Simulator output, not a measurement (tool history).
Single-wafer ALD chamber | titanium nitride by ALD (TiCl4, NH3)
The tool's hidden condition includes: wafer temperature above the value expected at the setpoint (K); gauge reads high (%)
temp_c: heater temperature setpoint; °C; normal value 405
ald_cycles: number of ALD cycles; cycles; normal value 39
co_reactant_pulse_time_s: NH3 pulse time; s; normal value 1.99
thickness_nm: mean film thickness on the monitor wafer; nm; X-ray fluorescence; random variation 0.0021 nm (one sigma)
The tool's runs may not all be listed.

run,hour,temp_c,ald_cycles,co_reactant_pulse_time_s,wafers since the last listed run,hours since the last thermocouple change,hours since the showerhead was replaced,hours since the gauge calibration,"read-back reference wafer on the same gauge, thickness_nm",thickness_nm
1,0,405,39,1.99,0,681.4,1850.3,505.9,0.846,0.836
2,71.4,405,42,1.99,477,752.8,1921.7,577.3,0.845,0.9
3,103.7,405,42,1.99,216,785.1,1954,609.6,0.845,0.902
4,155,405,39,1.44,343,836.4,2005.3,660.9,0.844,0.825
5,215.1,405,39,1.44,401,896.5,2065.4,721,0.843,0.821
6,248.3,405,39,1.99,222,929.7,2098.6,754.2,0.841,0.835
7,301.6,416,39,1.99,356,983,2151.9,807.5,0.84,0.839
8,359.3,405,36,1.99,385,1040.7,2209.6,865.2,0.839,0.764
9,394,405,36,1.99,232,1075.4,2244.3,899.9,0.839,0.767
10,444.6,405,36,1.99,338,1126,2294.9,950.5,0.838,0.766
11,516.2,405,43,1.99,478,1197.6,2366.5,1022.1,0.833,0.911
12,567.7,405,43,1.99,344,1249.1,2418,1073.6,0.834,0.91
13,747.8,405,39,1.99,1204,1429.2,2598.1,1253.7,0.827,0.819
14,784,405,39,1.99,242,1465.4,2634.3,1289.9,0.826,0.819
# hour 796.9: gauge calibrated
15,839.7,405,39,1.99,372,1521.1,2690,42.8,0.848,0.838
16,904.3,405,39,1.99,432,1585.7,2754.6,107.4,0.847,0.84
17,960.2,405,39,1.99,373,1641.6,2810.5,163.3,0.848,0.838
18,998.8,405,39,1.99,258,1680.2,2849.1,201.9,0.847,0.842
19,1062.8,398,43,1.46,428,1744.2,2913.1,265.9,0.847,0.906
20,1115.6,405,43,1.99,353,1797,2965.9,318.7,0.845,0.927
# hour 1166.8: showerhead replaced
21,1185,405,46,1.99,410,1866.4,18.2,388.1,0.846,0.985
22,1237.7,414,37,1.99,352,1919.1,70.9,440.8,0.844,0.795
23,1286.8,395,34,1.36,328,1968.2,120,489.9,0.844,0.711
# hour 1298.7: thermocouple changed; heater temperature recalibrated
24,1324,405,45,1.79,195,25.3,157.2,527.1,0.844,0.958
25,1381.8,405,39,1.99,386,83.1,215,584.9,0.844,0.836
26,1410.8,410,39,1.99,193,112.1,244,613.9,0.843,0.835
27,1469.5,416,44,1.99,392,170.8,302.7,672.6,0.841,0.943
28,1517.7,413,39,1.99,322,219,350.9,720.8,0.84,0.835
29,1557.4,394,41,1.45,265,258.7,390.6,760.5,0.84,0.849
30,1625,405,39,1.99,452,326.3,458.2,828.1,0.839,0.833
31,1652,416,39,1.65,180,353.3,485.2,855.1,0.837,0.829
32,1685.6,405,39,1.99,224,386.9,518.8,888.7,0.837,0.829
33,1738.3,405,39,2.35,352,439.6,571.5,941.4,0.836,0.833
34,1787.1,417,32,1.99,326,488.4,620.3,990.2,0.835,0.683
# hour 1815.7: gauge calibrated
35,1817.2,405,31,2.25,201,518.5,650.4,1.5,0.853,0.673
36,1857.7,397,39,1.99,270,559,690.9,42,0.853,0.841

Results per run with the tool's hidden condition removed, run-to-run variation unchanged:
run,thickness_nm
1,0.841
2,0.906
3,0.908
4,0.832
5,0.829
6,0.844
7,0.849
8,0.774
9,0.777
10,0.778
11,0.927
12,0.928
13,0.84
14,0.843
15,0.84
16,0.842
17,0.841
18,0.845
19,0.91
20,0.931
21,0.991
22,0.8
23,0.715
24,0.965
25,0.843
26,0.842
27,0.953
28,0.844
29,0.86
30,0.844
31,0.841
32,0.842
33,0.847
34,0.696
35,0.671
36,0.838
